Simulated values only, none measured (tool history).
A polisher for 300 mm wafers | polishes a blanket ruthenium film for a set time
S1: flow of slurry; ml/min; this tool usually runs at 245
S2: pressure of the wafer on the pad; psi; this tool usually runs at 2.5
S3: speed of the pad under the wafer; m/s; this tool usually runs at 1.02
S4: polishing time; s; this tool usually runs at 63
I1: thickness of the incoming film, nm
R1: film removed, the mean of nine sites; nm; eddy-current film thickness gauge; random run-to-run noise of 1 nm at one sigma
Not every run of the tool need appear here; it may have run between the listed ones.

run 1 hour=0.0 | S1=245 S2=2.5 S3=1.02 S4=63 | I1=435.2 | R1=88.6
run 2 hour=76.0 | S1=245 S2=2.5 S3=1.02 S4=63 | I1=426.8 | R1=88.5
run 3 hour=148.0 | S1=245 S2=2.5 S3=1.02 S4=63 | I1=428.4 | R1=85.9
-- hour=216.5 worn pad replaced by a new one
run 4 hour=236.6 | S1=245 S2=2.5 S3=1.02 S4=71 | I1=428.6 | R1=96.8
run 5 hour=280.1 | S1=245 S2=2.5 S3=1.02 S4=63 | I1=430.2 | R1=84.3
-- hour=347.1 slurry nozzle cleaned
run 6 hour=377.8 | S1=245 S2=2.5 S3=1.02 S4=63 | I1=432.0 | R1=83.1
run 7 hour=457.6 | S1=245 S2=2.5 S3=1.02 S4=63 | I1=428.2 | R1=83.5
run 8 hour=539.6 | S1=245 S2=2.5 S3=1.02 S4=63 | I1=427.8 | R1=83.6
-- hour=594.6 worn pad replaced by a new one
run 9 hour=634.5 | S1=245 S2=2.5 S3=1.02 S4=63 | I1=432.0 | R1=82.5
run 10 hour=740.5 | S1=245 S2=2.5 S3=1.10 S4=63 | I1=429.8 | R1=87.3
-- hour=782.6 slurry nozzle cleaned
run 11 hour=818.0 | S1=245 S2=2.5 S3=1.10 S4=63 | I1=436.1 | R1=88.0
run 12 hour=901.0 | S1=320 S2=1.7 S3=1.26 S4=63 | I1=432.5 | R1=72.7
-- hour=905.6 worn pad replaced by a new one
run 13 hour=941.6 | S1=305 S2=2.5 S3=1.02 S4=63 | I1=433.4 | R1=82.3
run 14 hour=986.3 | S1=210 S2=2.1 S3=1.16 S4=57 | I1=432.7 | R1=69.7
run 15 hour=1038.6 | S1=280 S2=2.0 S3=1.24 S4=54 | I1=436.3 | R1=69.7
-- hour=1212.6 slurry nozzle cleaned
-- hour=1281.8 head pressure recalibrated
-- hour=1291.6 worn pad replaced by a new one
run 16 hour=1317.4 | S1=245 S2=2.5 S3=1.02 S4=63 | I1=427.4 | R1=90.6
run 17 hour=1379.2 | S1=245 S2=2.5 S3=1.02 S4=63 | I1=439.4 | R1=89.7
run 18 hour=1433.1 | S1=245 S2=2.5 S3=0.74 S4=63 | I1=426.0 | R1=67.3
run 19 hour=1504.9 | S1=245 S2=2.5 S3=1.02 S4=63 | I1=430.0 | R1=87.1
run 20 hour=1542.3 | S1=210 S2=3.3 S3=0.76 S4=49 | I1=434.7 | R1=65.5
-- hour=1599.1 slurry nozzle cleaned
run 21 hour=1635.3 | S1=190 S2=2.1 S3=1.02 S4=63 | I1=425.0 | R1=70.9
-- hour=1640.4 worn pad replaced by a new one
run 22 hour=1731.9 | S1=245 S2=2.5 S3=1.02 S4=63 | I1=426.5 | R1=85.2

4 ways to go on from here, each from the tool as it stands after run 22. What would each give?
run A hour=1732.3 | S1=325 S2=2.5 S3=1.02 S4=63 | I1=426.7 | R1=?
run B hour=1732.3 | S1=245 S2=2.5 S3=0.70 S4=63 | I1=426.7 | R1=?
run C hour=1732.3 | S1=310 S2=2.5 S3=1.02 S4=49 | I1=426.7 | R1=?
run D hour=1732.3 | S1=215 S2=3.2 S3=1.34 S4=69 | I1=426.7 | R1=?

run=A R1=87.1
run=B R1=62.4
run=C R1=67.5
run=D R1=144.1
Stripped of hidden state, with their random variation kept, the same runs would have yielded:
run=A R1=93.7
run=B R1=67.1
run=C R1=72.6
run=D R1=155.1
